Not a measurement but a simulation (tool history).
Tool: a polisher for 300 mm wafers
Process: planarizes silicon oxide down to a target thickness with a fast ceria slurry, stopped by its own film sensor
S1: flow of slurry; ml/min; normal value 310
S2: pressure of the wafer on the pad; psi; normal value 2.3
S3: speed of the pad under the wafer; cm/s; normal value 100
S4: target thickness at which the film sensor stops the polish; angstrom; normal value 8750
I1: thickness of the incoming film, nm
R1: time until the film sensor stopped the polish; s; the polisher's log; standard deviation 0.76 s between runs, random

run,hour,S1,S2,S3,S4,I1,R1
1,0.0,310,2.3,100,9490,1357.6,36.2
2,72.9,310,2.3,100,9490,1332.8,33.6
3,265.2,355,2.3,100,8750,1356.0,41.1
4,369.1,355,2.3,100,8750,1385.3,42.3
5,461.9,310,2.3,100,8750,1357.0,40.4
6,517.6,310,2.3,118,7710,1363.9,42.2
7,586.5,310,2.3,118,7710,1351.5,43.6
8,694.1,310,2.3,118,7710,1375.2,47.4
9,762.6,310,2.3,100,8750,1340.5,42.6
10,996.3,310,2.3,100,8750,1350.3,42.7
11,1087.3,310,2.3,100,8750,1387.4,44.1
12,1130.6,310,1.7,100,8750,1355.8,55.9
13,1166.7,310,2.3,100,8750,1380.9,42.4
14,1228.8,310,2.3,100,8750,1369.0,42.1
15,1323.1,310,2.3,100,8750,1349.0,40.7
16,1364.1,310,2.3,72,8750,1362.7,56.1
17,1451.9,310,2.0,100,8750,1373.3,49.4
18,1513.2,310,2.3,100,8750,1385.3,42.9
19,1570.0,310,2.8,66,9420,1337.7,42.1
20,1672.9,215,2.7,100,8750,1367.1,36.2
21,1733.6,355,2.8,100,8750,1380.2,33.4
22,1828.0,255,3.0,100,8750,1370.6,33.9

Taken out of this log: 10 entries between the listed runs. Where each belongs, and how the hidden state differs across it:
Run 2 -> run 3: slurry nozzle cleaned (hour 218.2); worn pad replaced by a new one (hour 259.1)
  deviation of the head's pressure from its setpoint, %: 0.64 -> 2.68
  difference, measured minus the result without the unlogged condition, R1: -0.2 -> -1.1 s
Run 6 -> run 7: head pressure recalibrated (hour 570.9)
  deviation of the head's pressure from its setpoint, %: 6.18 -> -1.42
  difference, measured minus the result without the unlogged condition, R1: -2.6 -> +0.6 s
Run 7 -> run 8: worn pad replaced by a new one (hour 673.5)
  deviation of the head's pressure from its setpoint, %: -1.42 -> -1.31
  difference, measured minus the result without the unlogged condition, R1: +0.6 -> +0.6 s
Run 8 -> run 9: slurry nozzle cleaned (hour 728.4)
  deviation of the head's pressure from its setpoint, %: -1.31 -> -1.16
  difference, measured minus the result without the unlogged condition, R1: +0.6 -> +0.5 s
Run 10 -> run 11: worn pad replaced by a new one (hour 1066.5)
  deviation of the head's pressure from its setpoint, %: -0.0903 -> 0.542
  difference, measured minus the result without the unlogged condition, R1: +0.0 -> -0.3 s
Run 14 -> run 15: slurry nozzle cleaned (hour 1322.6)
  deviation of the head's pressure from its setpoint, %: 1.77 -> 2.75
  difference, measured minus the result without the unlogged condition, R1: -0.7 -> -1.1 s
Run 16 -> run 17: worn pad replaced by a new one (hour 1447.1)
  deviation of the head's pressure from its setpoint, %: 3.22 -> 4.3
  difference, measured minus the result without the unlogged condition, R1: -1.8 -> -2.2 s
Run 21 -> run 22: head pressure recalibrated (hour 1789.5); worn pad replaced by a new one (hour 1809.5)
  deviation of the head's pressure from its setpoint, %: 8.56 -> 0.312
  difference, measured minus the result without the unlogged condition, R1: -2.8 -> -0.1 s
